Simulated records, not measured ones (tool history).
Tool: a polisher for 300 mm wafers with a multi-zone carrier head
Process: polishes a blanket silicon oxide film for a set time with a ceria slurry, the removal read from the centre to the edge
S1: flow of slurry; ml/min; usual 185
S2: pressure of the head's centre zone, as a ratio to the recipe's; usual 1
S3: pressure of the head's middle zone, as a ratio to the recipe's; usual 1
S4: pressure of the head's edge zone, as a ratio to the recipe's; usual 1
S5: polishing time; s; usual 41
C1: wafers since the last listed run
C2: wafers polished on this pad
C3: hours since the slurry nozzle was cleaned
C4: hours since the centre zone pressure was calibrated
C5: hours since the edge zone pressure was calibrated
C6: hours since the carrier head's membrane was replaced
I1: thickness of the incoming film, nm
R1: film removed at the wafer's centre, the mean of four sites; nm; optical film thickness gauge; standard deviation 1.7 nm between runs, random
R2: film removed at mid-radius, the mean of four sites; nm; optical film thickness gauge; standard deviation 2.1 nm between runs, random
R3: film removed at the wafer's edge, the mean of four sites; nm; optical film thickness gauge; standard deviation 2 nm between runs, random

run	hour	S1	S2	S3	S4	S5	C1	C2	C3	C4	C5	C6	I1	R1	R2	R3
1	0	185	1	1	1.08	47	0	943	654.9	12.3	79	575.5	1745.1	168.4	170.5	181.2
2	17.6	185	1	1	1	41	155	1098	672.5	29.9	96.6	593.1	1772.1	146.5	148.2	153.4
3	25.1	185	1	1	1	41	66	1164	680	37.4	104.1	600.6	1766.4	148	146.8	149.7
4	31.9	240	1	1.05	1.12	41	60	1225	686.8	44.2	110.9	607.4	1776	148.9	156.8	154.6
5	45.9	205	1	1.11	0.9	47	123	1348	700.8	58.2	124.9	621.4	1755.4	164.4	177.4	159.4
6	55.2	185	1	1	1	41	82	1430	710.1	67.5	134.2	630.7	1756.8	139.5	139.2	144.1
# hour 72.3: worn pad replaced by a new one
7	72.8	140	1	1	0.88	50	120	4	727.7	85.1	151.8	648.3	1750.8	175.6	178.2	179.2
# hour 80.7: slurry nozzle cleaned
8	90.4	185	1	1	1	49	146	151	9.7	102.7	169.4	665.9	1761.4	183.2	191.2	190.1
9	107.7	185	1	1	1	41	152	304	27	120	186.7	683.2	1728.7	157.3	158.2	156.2
# hour 119.5: carrier head's membrane replaced by a new one
10	120	185	1.08	1	1.06	37	64	368	39.3	132.3	199	0.5	1740.1	146.3	138.3	143.7
11	142.8	185	1	1	1	41	201	570	62.1	155.1	221.8	23.3	1769.5	151	155.6	154.3

What does the tool deliver on the next run?
12	158.8	185	1.1	1	1	41	141	711	78.1	171.1	237.8	39.3	1736.8	?	?	?

{"run 12": {"R1": 166.7, "R2": 152.7, "R3": 157}}
With no hidden state in the tool, this same run would have given R1 172.4 nm, R2 157.9 nm, R3 162.4 nm.

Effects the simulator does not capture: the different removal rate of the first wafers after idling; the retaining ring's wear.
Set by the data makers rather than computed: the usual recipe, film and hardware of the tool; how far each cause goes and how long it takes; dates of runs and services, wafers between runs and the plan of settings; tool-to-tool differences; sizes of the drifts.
